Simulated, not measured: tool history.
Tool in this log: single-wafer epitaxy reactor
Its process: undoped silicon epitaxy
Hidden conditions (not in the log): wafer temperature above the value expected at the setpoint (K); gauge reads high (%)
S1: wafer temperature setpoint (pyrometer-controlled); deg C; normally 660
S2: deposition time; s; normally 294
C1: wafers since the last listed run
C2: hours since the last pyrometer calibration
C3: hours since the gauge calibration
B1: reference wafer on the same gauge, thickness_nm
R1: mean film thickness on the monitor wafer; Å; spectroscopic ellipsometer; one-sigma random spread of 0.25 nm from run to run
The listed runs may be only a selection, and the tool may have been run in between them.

| run | hour | S1 | S2 | C1 | C2 | C3 | B1 | R1 |
|---|---|---|---|---|---|---|---|---|
| 1 | 0.0 | 660 | 272 | 0 | 1727.5 | 1156.7 | 55.812 | 626.90 |
| 2 | 60.8 | 660 | 272 | 271 | 1788.3 | 1217.5 | 55.847 | 626.06 |
| 3 | 132.5 | 660 | 294 | 320 | 1860.0 | 1289.2 | 55.887 | 676.73 |
| 4 | 159.0 | 660 | 294 | 118 | 1886.5 | 1315.7 | 55.878 | 677.08 |
| 5 | 211.8 | 660 | 280 | 235 | 1939.3 | 1368.5 | 55.853 | 652.26 |
| 6 | 283.3 | 666 | 266 | 319 | 2010.8 | 1440.0 | 55.827 | 684.73 |
| 7 | 343.8 | 667 | 294 | 270 | 2071.3 | 1500.5 | 55.863 | 775.27 |
| 8 | 390.8 | 660 | 294 | 209 | 2118.3 | 1547.5 | 55.802 | 680.52 |
| 9 | 425.2 | 660 | 249 | 153 | 2152.7 | 1581.9 | 55.931 | 577.77 |
| 10 | 462.8 | 660 | 249 | 167 | 2190.3 | 1619.5 | 55.930 | 582.27 |
| 11 | 508.0 | 652 | 294 | 201 | 2235.5 | 1664.7 | 55.892 | 589.45 |
| 12 | 554.1 | 652 | 294 | 205 | 2281.6 | 1710.8 | 55.918 | 589.54 |
| 13 | 591.3 | 652 | 294 | 166 | 2318.8 | 1748.0 | 55.911 | 592.97 |
| 14 | 623.2 | 660 | 294 | 142 | 2350.7 | 1779.9 | 55.843 | 687.11 |
| 15 | 662.7 | 660 | 270 | 176 | 2390.2 | 1819.4 | 55.982 | 629.09 |
| 16 | 713.4 | 660 | 270 | 226 | 2440.9 | 1870.1 | 56.009 | 631.54 |
| 17 | 766.9 | 667 | 274 | 238 | 2494.4 | 1923.6 | 55.820 | 734.40 |
|  | 768.8 | gauge calibrated |
| 18 | 813.1 | 654 | 336 | 206 | 2540.6 | 44.3 | 55.938 | 705.80 |
| 19 | 863.7 | 655 | 338 | 225 | 2591.2 | 94.9 | 55.862 | 724.78 |
| 20 | 935.1 | 671 | 328 | 318 | 2662.6 | 166.3 | 55.889 | 947.28 |
| 21 | 996.7 | 660 | 294 | 274 | 2724.2 | 227.9 | 55.954 | 694.06 |
| 22 | 1024.0 | 660 | 294 | 121 | 2751.5 | 255.2 | 55.883 | 695.09 |
| 23 | 1058.0 | 665 | 274 | 151 | 2785.5 | 289.2 | 55.983 | 708.85 |
| 24 | 1106.6 | 660 | 249 | 216 | 2834.1 | 337.8 | 55.895 | 588.80 |
| 25 | 1208.1 | 672 | 294 | 453 | 2935.6 | 439.3 | 55.916 | 870.34 |
|  | 1264.9 | pyrometer calibrated |
| 26 | 1265.4 | 666 | 279 | 220 | 0.5 | 496.6 | 55.962 | 692.58 |
| 27 | 1283.1 | 660 | 278 | 79 | 18.2 | 514.3 | 55.927 | 615.70 |
| 28 | 1327.3 | 673 | 338 | 197 | 62.4 | 558.5 | 55.903 | 947.18 |
| 29 | 1367.5 | 660 | 294 | 179 | 102.6 | 598.7 | 55.899 | 657.58 |
| 30 | 1434.2 | 673 | 317 | 297 | 169.3 | 665.4 | 55.855 | 892.66 |
| 31 | 1459.5 | 649 | 248 | 112 | 194.6 | 690.7 | 55.868 | 451.87 |
| 32 | 1529.5 | 660 | 245 | 312 | 264.6 | 760.7 | 55.885 | 547.79 |
| 33 | 1598.1 | 650 | 294 | 306 | 333.2 | 829.3 | 55.891 | 543.74 |
| 34 | 1663.6 | 660 | 270 | 292 | 398.7 | 894.8 | 55.862 | 603.58 |

Hidden state or all else? Some run-to-run changes of R1, split into what the settings, what came in and random variation would give without the hidden state, and what is left for the hidden state (with any gauge scatter that isn't in both results):
Run 19 -> 20: S1 655 -> 671, S2 338 -> 328. R1 +222.50 Å: hidden state +12.87, all else +209.63.
Run 24 -> 25: S1 660 -> 672, S2 249 -> 294. R1 +281.54 Å: hidden state +18.63, all else +262.91.
Run 25 -> 26: S1 672 -> 666, S2 294 -> 279, pyrometer calibrated. R1 -177.76 Å: hidden state -55.93, all else -121.83.
Run 27 -> 28: S1 660 -> 673, S2 278 -> 338. R1 +331.48 Å: hidden state +1.11, all else +330.37.
Run 28 -> 29: S1 673 -> 660, S2 338 -> 294. R1 -289.60 Å: hidden state +0.32, all else -289.92.
Run 30 -> 31: S1 673 -> 649, S2 317 -> 248. R1 -440.79 Å: hidden state -1.35, all else -439.44.
